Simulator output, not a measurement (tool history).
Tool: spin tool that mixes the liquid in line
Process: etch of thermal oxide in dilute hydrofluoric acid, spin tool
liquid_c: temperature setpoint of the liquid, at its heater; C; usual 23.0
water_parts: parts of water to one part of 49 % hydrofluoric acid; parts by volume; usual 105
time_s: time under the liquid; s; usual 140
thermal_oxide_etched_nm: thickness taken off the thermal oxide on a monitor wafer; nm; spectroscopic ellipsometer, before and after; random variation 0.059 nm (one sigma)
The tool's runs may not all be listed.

run,hour,liquid_c,water_parts,time_s,"read-back film thickness of the thermal oxide reference wafer, read on the same gauge (nm)",thermal_oxide_etched_nm
1,0.0,21.0,105,140,39.98,5.56
2,50.5,21.0,105,140,39.98,5.63
3,101.9,21.0,105,140,39.99,5.77
4,134.4,23.0,105,140,40.00,6.18
5,165.3,26.0,105,140,40.00,6.83
6,209.6,26.0,105,140,39.99,6.93
7,248.4,23.0,105,140,39.98,6.05
8,291.2,23.0,105,140,40.01,6.13
9,318.0,23.0,105,85,40.00,3.71
10,388.8,23.0,105,85,40.01,3.69
11,439.0,23.0,105,140,40.00,6.13
12,595.0,23.0,105,140,40.00,6.13
13,663.8,23.0,125,140,40.02,5.08
14,727.2,23.0,145,140,40.00,4.18
15,777.5,23.0,105,140,40.00,6.15
16,844.4,23.0,105,140,40.02,6.05
17,883.0,23.0,105,185,39.99,8.03
18,931.5,27.5,130,140,40.00,5.68
19,960.5,27.0,105,140,40.01,7.16
# hour 997.2: gauge calibrated
20,1004.0,23.0,105,140,40.02,6.02
# hour 1008.3: thermometer replaced
# hour 1044.6: hydrofluoric acid flow meter replaced
21,1199.0,18.0,65,200,39.99,12.06
22,1251.3,18.5,130,140,40.01,4.00
23,1304.1,23.0,105,140,39.99,6.10
24,1329.3,21.5,145,60,39.99,1.71
25,1354.7,23.0,105,140,40.01,6.00
26,1412.2,21.0,105,215,40.01,8.72

Forecast each of these 3 alternatives for the next run:
A,1412.7,23.0,105,140,?,?
B,1412.7,25.0,140,165,?,?
C,1412.7,19.0,80,225,?,?

run,"read-back film thickness of the thermal oxide reference wafer, read on the same gauge (nm)",thermal_oxide_etched_nm
A,39.97,6.12
B,39.97,5.61
C,39.97,11.28
Without the tool's hidden state the same runs would have given:
run,thermal_oxide_etched_nm
A,6.12
B,5.61
C,11.28
